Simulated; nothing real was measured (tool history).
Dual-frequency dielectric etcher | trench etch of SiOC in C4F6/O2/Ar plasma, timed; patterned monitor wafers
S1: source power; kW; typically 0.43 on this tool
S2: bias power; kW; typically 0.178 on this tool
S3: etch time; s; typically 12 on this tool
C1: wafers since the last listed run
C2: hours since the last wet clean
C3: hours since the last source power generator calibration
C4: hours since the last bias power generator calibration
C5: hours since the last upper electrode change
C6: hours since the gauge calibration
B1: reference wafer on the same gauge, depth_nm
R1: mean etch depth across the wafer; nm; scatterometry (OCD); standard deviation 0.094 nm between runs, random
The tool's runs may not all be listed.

run	hour	S1	S2	S3	C1	C2	C3	C4	C5	C6	B1	R1
1	0	0.43	0.178	9.5	0	340.3	1017.6	1938.4	3744.7	2331.7	25.99	19.72
2	94.1	0.43	0.178	9.5	1226	434.4	1111.7	2032.5	3838.8	2425.8	25.98	19.81
3	191	0.43	0.178	9.5	1263	531.3	1208.6	2129.4	3935.7	2522.7	26	19.89
# hour 245.1: wet clean of the chamber
4	245.6	0.43	0.178	12	398	0.5	1263.2	2184	3990.3	2577.3	25.98	24.51
5	314.6	0.43	0.178	12	899	69.5	1332.2	2253	4059.3	2646.3	25.99	24.51
# hour 344.9: bias power generator calibrated
6	402.1	0.43	0.178	12	1088	157	1419.7	57.2	4146.8	2733.8	26	24.73
7	497.2	0.43	0.178	12	1239	252.1	1514.8	152.3	4241.9	2828.9	25.96	24.87
# hour 514.5: gauge calibrated
8	540.6	0.43	0.178	12	565	295.5	1558.2	195.7	4285.3	26.1	26.01	24.9
# hour 618: source power generator calibrated
9	647.2	0.35	0.178	12	1337	402.1	29.2	302.3	4391.9	132.7	25.98	23.96
10	700.6	0.54	0.137	10	696	455.5	82.6	355.7	4445.3	186.1	26	20.01
# hour 725.5: upper electrode replaced
11	755	0.38	0.205	10.5	396	509.9	137	410.1	29.5	240.5	25.99	22.67
# hour 812.4: wet clean of the chamber
12	843	0.49	0.197	14	834	30.6	225	498.1	117.5	328.5	26	30.68
13	927.2	0.43	0.178	12	1097	114.8	309.2	582.3	201.7	412.7	26.05	24.85
14	997.8	0.35	0.178	10	920	185.4	379.8	652.9	272.3	483.3	26	19.79
15	1099.1	0.47	0.214	15	1320	286.7	481.1	754.2	373.6	584.6	25.99	34.25
16	1180.7	0.43	0.178	12	1063	368.3	562.7	835.8	455.2	666.2	25.96	25.14
17	1233.7	0.48	0.193	12	691	421.3	615.7	888.8	508.2	719.2	26.01	26.47
18	1270.2	0.53	0.178	13.5	475	457.8	652.2	925.3	544.7	755.7	25.99	29.4
# hour 1302.3: wet clean of the chamber
19	1373.4	0.43	0.178	12	1032	71.1	755.4	1028.5	647.9	858.9	26.03	24.62

Predict the results of run 20:
20	1460.5	0.43	0.178	12	1135	158.2	842.5	1115.6	735	946	?	?

{"run 20": {"B1": 25.96, "R1": 24.96}}
On a tool with no hidden condition, and with the same random variation, this run would have come out at R1 24.78 nm.
